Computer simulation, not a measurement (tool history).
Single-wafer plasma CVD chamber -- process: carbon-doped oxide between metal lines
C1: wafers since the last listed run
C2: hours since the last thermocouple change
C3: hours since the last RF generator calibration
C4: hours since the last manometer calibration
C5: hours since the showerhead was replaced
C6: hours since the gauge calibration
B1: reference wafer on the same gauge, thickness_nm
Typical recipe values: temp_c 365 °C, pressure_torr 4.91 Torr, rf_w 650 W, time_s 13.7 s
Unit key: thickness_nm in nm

{"run": 1, "hour": 0.0, "temp_c": 365, "pressure_torr": 4.91, "rf_w": 695, "time_s": 13.7, "C1": 0, "C2": 1811.7, "C3": 1346.5, "C4": 1040.7, "C5": 4390.9, "C6": 40.3, "B1": 75.688, "thickness_nm": 78.039}
{"run": 2, "hour": 12.7, "temp_c": 365, "pressure_torr": 4.91, "rf_w": 695, "time_s": 13.7, "C1": 242, "C2": 1824.4, "C3": 1359.2, "C4": 1053.4, "C5": 4403.6, "C6": 53.0, "B1": 75.746, "thickness_nm": 78.109}
{"run": 3, "hour": 43.4, "temp_c": 365, "pressure_torr": 4.91, "rf_w": 650, "time_s": 13.7, "C1": 585, "C2": 1855.1, "C3": 1389.9, "C4": 1084.1, "C5": 4434.3, "C6": 83.7, "B1": 75.711, "thickness_nm": 75.315}
{"run": 4, "hour": 54.2, "temp_c": 365, "pressure_torr": 4.91, "rf_w": 650, "time_s": 13.7, "C1": 205, "C2": 1865.9, "C3": 1400.7, "C4": 1094.9, "C5": 4445.1, "C6": 94.5, "B1": 75.701, "thickness_nm": 75.54}
{"run": 5, "hour": 64.4, "temp_c": 365, "pressure_torr": 4.91, "rf_w": 650, "time_s": 13.7, "C1": 194, "C2": 1876.1, "C3": 1410.9, "C4": 1105.1, "C5": 4455.3, "C6": 104.7, "B1": 75.68, "thickness_nm": 75.262}
{"run": 6, "hour": 76.7, "temp_c": 365, "pressure_torr": 4.91, "rf_w": 650, "time_s": 13.7, "C1": 234, "C2": 1888.4, "C3": 1423.2, "C4": 1117.4, "C5": 4467.6, "C6": 117.0, "B1": 75.735, "thickness_nm": 75.334}
{"run": 7, "hour": 88.9, "temp_c": 365, "pressure_torr": 4.91, "rf_w": 650, "time_s": 13.7, "C1": 232, "C2": 1900.6, "C3": 1435.4, "C4": 1129.6, "C5": 4479.8, "C6": 129.2, "B1": 75.71, "thickness_nm": 75.108}
{"hour": 99.5, "done": "showerhead replaced"}
{"run": 8, "hour": 103.5, "temp_c": 365, "pressure_torr": 4.91, "rf_w": 650, "time_s": 13.7, "C1": 125, "C2": 1915.2, "C3": 1450.0, "C4": 1144.2, "C5": 4.0, "C6": 143.8, "B1": 75.694, "thickness_nm": 75.404}
{"run": 9, "hour": 117.7, "temp_c": 365, "pressure_torr": 4.91, "rf_w": 650, "time_s": 13.7, "C1": 270, "C2": 1929.4, "C3": 1464.2, "C4": 1158.4, "C5": 18.2, "C6": 158.0, "B1": 75.68, "thickness_nm": 75.258}
{"hour": 134.3, "done": "thermocouple changed; heater temperature recalibrated"}
{"hour": 139.0, "done": "capacitance manometer re-zeroed and calibrated"}
{"run": 10, "hour": 139.5, "temp_c": 365, "pressure_torr": 4.91, "rf_w": 650, "time_s": 13.7, "C1": 173, "C2": 5.2, "C3": 1486.0, "C4": 0.5, "C5": 40.0, "C6": 179.8, "B1": 75.686, "thickness_nm": 75.057}
{"run": 11, "hour": 149.6, "temp_c": 376, "pressure_torr": 5.92, "rf_w": 650, "time_s": 15.9, "C1": 192, "C2": 15.3, "C3": 1496.1, "C4": 10.6, "C5": 50.1, "C6": 189.9, "B1": 75.67, "thickness_nm": 87.295}
{"run": 12, "hour": 167.0, "temp_c": 365, "pressure_torr": 4.91, "rf_w": 650, "time_s": 13.7, "C1": 331, "C2": 32.7, "C3": 1513.5, "C4": 28.0, "C5": 67.5, "C6": 207.3, "B1": 75.671, "thickness_nm": 75.099}
{"run": 13, "hour": 174.1, "temp_c": 365, "pressure_torr": 4.91, "rf_w": 650, "time_s": 13.7, "C1": 135, "C2": 39.8, "C3": 1520.6, "C4": 35.1, "C5": 74.6, "C6": 214.4, "B1": 75.689, "thickness_nm": 74.853}
{"hour": 182.2, "done": "RF generator calibrated"}
{"hour": 183.7, "done": "gauge calibrated"}
{"run": 14, "hour": 185.0, "temp_c": 374, "pressure_torr": 5.64, "rf_w": 770, "time_s": 16.4, "C1": 55, "C2": 50.7, "C3": 2.8, "C4": 46.0, "C5": 85.5, "C6": 1.3, "B1": 75.656, "thickness_nm": 100.769}
{"run": 15, "hour": 193.9, "temp_c": 365, "pressure_torr": 4.91, "rf_w": 600, "time_s": 13.7, "C1": 169, "C2": 59.6, "C3": 11.7, "C4": 54.9, "C5": 94.4, "C6": 10.2, "B1": 75.709, "thickness_nm": 74.883}
{"run": 16, "hour": 209.3, "temp_c": 365, "pressure_torr": 4.91, "rf_w": 650, "time_s": 11.0, "C1": 293, "C2": 75.0, "C3": 27.1, "C4": 70.3, "C5": 109.8, "C6": 25.6, "B1": 75.717, "thickness_nm": 62.855}
{"run": 17, "hour": 223.5, "temp_c": 365, "pressure_torr": 4.33, "rf_w": 775, "time_s": 13.7, "C1": 270, "C2": 89.2, "C3": 41.3, "C4": 84.5, "C5": 124.0, "C6": 39.8, "B1": 75.688, "thickness_nm": 82.821}
{"run": 18, "hour": 241.2, "temp_c": 365, "pressure_torr": 4.91, "rf_w": 650, "time_s": 13.7, "C1": 337, "C2": 106.9, "C3": 59.0, "C4": 102.2, "C5": 141.7, "C6": 57.5, "B1": 75.695, "thickness_nm": 77.815}
{"run": 19, "hour": 252.6, "temp_c": 377, "pressure_torr": 4.91, "rf_w": 555, "time_s": 15.1, "C1": 217, "C2": 118.3, "C3": 70.4, "C4": 113.6, "C5": 153.1, "C6": 68.9, "B1": 75.719, "thickness_nm": 77.628}

Hidden state at the last listed run before each entry between runs and at the first one after, where it differs:
Runs 7 to 8: showerhead replaced (hour 99.5)
  delivered RF power above the setpoint (%): -7.26 -> -7.41
  measured less the result without the state, thickness_nm: -2.714 -> -2.782 nm
Runs 9 to 10: thermocouple changed; heater temperature recalibrated (hour 134.3); capacitance manometer re-zeroed and calibrated (hour 139.0)
  delivered RF power above the setpoint (%): -7.55 -> -7.77
  measured less the result without the state, thickness_nm: -2.833 -> -2.913 nm
Runs 13 to 14: RF generator calibrated (hour 182.2); gauge calibrated (hour 183.7)
  delivered RF power above the setpoint (%): -8.13 -> -0.31
  measured less the result without the state, thickness_nm: -3.047 -> -0.146 nm
